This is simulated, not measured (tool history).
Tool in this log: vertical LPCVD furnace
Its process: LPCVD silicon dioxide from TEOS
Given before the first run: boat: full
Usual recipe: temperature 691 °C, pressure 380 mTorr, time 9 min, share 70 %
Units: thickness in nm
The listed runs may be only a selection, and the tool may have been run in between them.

run,hour,temperature,pressure,time,share,"read-back reference wafer on the same gauge, thickness",thickness
1,0,691,380,9,70,67.58,59.11
2,43,691,380,9,70,67.58,59.15
3,108,695,380,7.5,70,67.59,54.21
# hour 152.5: thermocouples replaced and temperature profile calibrated
4,153,695,380,7.5,70,67.61,52.09
5,171.8,695,380,7.5,70,67.59,52.31
6,216,691,380,9,70,67.63,57.18
7,279.5,691,380,9,70,67.59,57.08
8,339.5,691,380,9,70,67.55,57.3
9,394.1,686,380,9,70,67.62,51.18
10,441.8,686,380,9,70,67.64,51.37
# hour 495.7: pressure gauge zeroed
11,575.3,679,380,8,70,67.62,38.48
12,606.2,680,445,12,59,67.58,58.82
13,636.2,691,380,9,70,67.58,57.88
14,693.6,691,380,10.5,64,67.62,64.45
15,753.1,691,380,9,70,67.64,57.91
16,817.7,680,380,9,70,67.61,44.42
17,886.1,691,380,9,70,67.63,58.19
# hour 915.7: TEOS flow controller replaced
18,945.9,703,380,8,70,67.62,68.62
19,986.3,691,450,9,70,67.6,63.31
# hour 1048.9: gauge calibrated
20,1097.5,691,325,12.5,70,67.64,74.74
21,1130.8,691,380,9,60,67.64,54.06
22,1301.4,698,345,10,58,67.57,66.25
23,1340.3,691,380,9,74,67.57,60.34
24,1391.4,691,380,9,70,67.62,58.37
25,1460.1,695,410,9,70,67.63,66.95
26,1523.2,691,380,9,70,67.62,58.85
27,1593,685,325,9,82,67.59,50.82
28,1627,691,380,9,70,67.61,58.48
29,1663.1,691,415,7,58,67.6,43.38
30,1693.1,696,300,12,70,67.6,78.37
31,1752,691,380,8,84,67.61,57.16
32,1808.3,691,285,9,70,67.61,50.93

Predict each of these 3 candidate next runs independently; none follows another, all start after run 32:
A,1812.2,691,380,7,70,?,?
B,1812.2,691,450,9,75,?,?
C,1812.2,691,380,9,63,?,?

run,"read-back reference wafer on the same gauge, thickness",thickness
A,67.66,45.71
B,67.66,66.2
C,67.66,55.75
Take away the tool's hidden state, keep each run's random variation, and the runs would have read:
run,thickness
A,44.18
B,63.99
C,53.89

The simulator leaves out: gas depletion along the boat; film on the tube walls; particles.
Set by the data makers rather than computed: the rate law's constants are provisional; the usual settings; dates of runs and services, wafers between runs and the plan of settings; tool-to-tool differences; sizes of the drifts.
